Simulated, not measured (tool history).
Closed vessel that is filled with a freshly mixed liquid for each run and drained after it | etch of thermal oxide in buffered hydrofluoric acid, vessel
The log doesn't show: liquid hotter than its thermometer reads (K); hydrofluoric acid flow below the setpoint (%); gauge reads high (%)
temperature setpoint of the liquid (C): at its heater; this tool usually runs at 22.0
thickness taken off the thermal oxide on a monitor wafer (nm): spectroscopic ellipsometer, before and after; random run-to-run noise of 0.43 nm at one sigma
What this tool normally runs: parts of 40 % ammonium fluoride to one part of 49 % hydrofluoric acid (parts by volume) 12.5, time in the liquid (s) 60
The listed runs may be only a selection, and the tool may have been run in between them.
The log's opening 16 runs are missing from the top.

| run | hour | temperature setpoint of the liquid (C) | parts of 40 % ammonium fluoride to one part of 49 % hydrofluoric acid (parts by volume) | time in the liquid (s) | wafers since the last listed run | hours since the thermometer was replaced | hours since the hydrofluoric acid flow meter was replaced | hours since the gauge calibration | read-back film thickness of the thermal oxide reference wafer, read on the same gauge (nm) | thickness taken off the thermal oxide on a monitor wafer (nm) |
|---|---|---|---|---|---|---|---|---|---|---|
| 17 | 898.9 | 18.5 | 16.0 | 35 | 5697 | 364.9 | 126.3 | 1505.2 | 83.25 | 17.79 |
| 18 | 949.0 | 22.0 | 12.5 | 75 | 5115 | 415.0 | 176.4 | 1555.3 | 83.18 | 60.00 |
| 19 | 1005.4 | 23.5 | 17.5 | 85 | 5759 | 471.4 | 232.8 | 1611.7 | 83.15 | 52.41 |
| 20 | 1128.1 | 22.0 | 12.5 | 60 | 12529 | 594.1 | 355.5 | 1734.4 | 83.11 | 47.93 |
| 21 | 1193.1 | 26.5 | 9.5 | 80 | 6637 | 659.1 | 420.5 | 1799.4 | 83.04 | 105.73 |
|  | 1210.6 | gauge calibrated |
| 22 | 1252.9 | 22.0 | 12.5 | 60 | 6106 | 718.9 | 480.3 | 42.3 | 87.90 | 50.11 |
| 23 | 1299.5 | 24.0 | 17.0 | 60 | 4758 | 765.5 | 526.9 | 88.9 | 87.46 | 41.51 |
| 24 | 1354.7 | 19.0 | 8.0 | 70 | 5636 | 820.7 | 582.1 | 144.1 | 86.91 | 74.28 |
| 25 | 1399.9 | 22.0 | 12.5 | 40 | 4615 | 865.9 | 627.3 | 189.3 | 86.53 | 33.41 |
| 26 | 1432.4 | 22.0 | 9.5 | 50 | 3318 | 898.4 | 659.8 | 221.8 | 86.22 | 52.27 |
|  | 1440.3 | hydrofluoric acid flow meter replaced |
| 27 | 1496.3 | 22.0 | 12.5 | 60 | 6422 | 962.3 | 56.0 | 285.7 | 85.76 | 49.13 |
| 28 | 1528.4 | 20.0 | 12.5 | 35 | 3277 | 994.4 | 88.1 | 317.8 | 85.55 | 25.36 |
| 29 | 1559.5 | 25.5 | 12.5 | 50 | 3175 | 1025.5 | 119.2 | 348.9 | 85.36 | 49.55 |
| 30 | 1629.9 | 22.0 | 17.0 | 60 | 7188 | 1095.9 | 189.6 | 419.3 | 84.92 | 36.22 |
| 31 | 1674.0 | 17.0 | 12.5 | 30 | 4503 | 1140.0 | 233.7 | 463.4 | 84.72 | 18.18 |
| 32 | 1732.7 | 22.0 | 15.5 | 35 | 5994 | 1198.7 | 292.4 | 522.1 | 84.44 | 22.60 |
| 33 | 1764.6 | 22.0 | 9.0 | 50 | 3257 | 1230.6 | 324.3 | 554.0 | 84.24 | 52.82 |
| 34 | 1929.5 | 19.5 | 9.5 | 60 | 16838 | 1395.5 | 489.2 | 718.9 | 83.63 | 53.50 |

Here are 3 independent what-if runs from the current tool condition. What would each one return?
| A | 1930.2 | 22.0 | 12.5 | 60 | 71 | 1396.2 | 489.9 | 719.6 | ? | ? |
| B | 1930.2 | 19.5 | 12.5 | 85 | 71 | 1396.2 | 489.9 | 719.6 | ? | ? |
| C | 1930.2 | 22.0 | 14.5 | 80 | 71 | 1396.2 | 489.9 | 719.6 | ? | ? |

| run | read-back film thickness of the thermal oxide reference wafer, read on the same gauge (nm) | thickness taken off the thermal oxide on a monitor wafer (nm) |
|---|---|---|
| A | 83.60 | 47.85 |
| B | 83.60 | 58.97 |
| C | 83.60 | 55.16 |
The same runs, with their run-to-run variation unchanged, on a tool lacking any hidden condition would have given:
| run | thickness taken off the thermal oxide on a monitor wafer (nm) |
|---|---|
| A | 51.51 |
| B | 63.48 |
| C | 59.38 |
